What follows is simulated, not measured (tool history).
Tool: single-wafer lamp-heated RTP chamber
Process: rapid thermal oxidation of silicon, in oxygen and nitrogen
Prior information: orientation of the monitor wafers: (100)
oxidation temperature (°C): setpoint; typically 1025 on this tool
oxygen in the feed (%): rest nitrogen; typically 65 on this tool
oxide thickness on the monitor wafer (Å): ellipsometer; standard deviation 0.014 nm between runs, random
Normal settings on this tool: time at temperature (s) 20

run,hour,oxidation temperature (°C),time at temperature (s),oxygen in the feed (%),"read-back reference wafer on the same gauge, thickness",oxide thickness on the monitor wafer (Å)
1,0,1025,23,65,3.551,44.49
2,69.5,1025,23,65,3.554,44.62
3,133.1,1003,14,65,3.559,32.54
4,163.8,1025,20,65,3.561,42.31
5,196.1,1025,20,65,3.562,42.06
6,267.3,1025,20,73,3.563,43.87
7,298.4,1025,20,73,3.567,44.08
8,451.5,1025,20,73,3.575,43.92
9,516.4,1025,14,65,3.582,37.46
10,587.8,1025,14,65,3.487,36.45
11,655,1025,20,65,3.49,41.11
12,844.6,1025,20,65,3.503,41.68
13,883.5,1054,20,95,3.505,57.22
14,908.9,1043,26,65,3.505,51.87
15,958,1045,16,35,3.509,36.13
16,990.7,1025,11,65,3.513,33.68
17,1020,1025,17,65,3.513,39.07
18,1049.5,1042,15,89,3.514,46.33
19,1111.6,1054,20,95,3.519,57.22
20,1165.5,1025,14,87,3.522,39.94
21,1217.5,1025,24,65,3.525,45
22,1254.5,1025,20,65,3.528,41.95
23,1296,1016,15,35,3.528,30.66
24,1462,1025,20,42,3.541,36.71

Between the runs listed above, the log contained 3 entries, not reproduced here. Where in the sequence does each belong, and how does what the log doesn't record of the tool's condition differ from the listed run before to the listed run after?
Logged between run 9 and run 10: gauge calibrated (hour 584)
  gauge reads high (%): 2.58 -> -0.0661
  measured minus no-state result, oxide thickness on the monitor wafer (Å): +0.94 -> -0.02
Logged between run 11 and run 12: oxygen flow controller replaced (hour 677.7)
  gauge reads high (%): 0.0478 -> 0.369
  measured minus no-state result, oxide thickness on the monitor wafer (Å): +0.02 -> +0.15
Logged between run 12 and run 13: pyrometer window cleaned and pyrometer calibrated (hour 883)
  gauge reads high (%): 0.369 -> 0.435
  measured minus no-state result, oxide thickness on the monitor wafer (Å): +0.15 -> +0.25

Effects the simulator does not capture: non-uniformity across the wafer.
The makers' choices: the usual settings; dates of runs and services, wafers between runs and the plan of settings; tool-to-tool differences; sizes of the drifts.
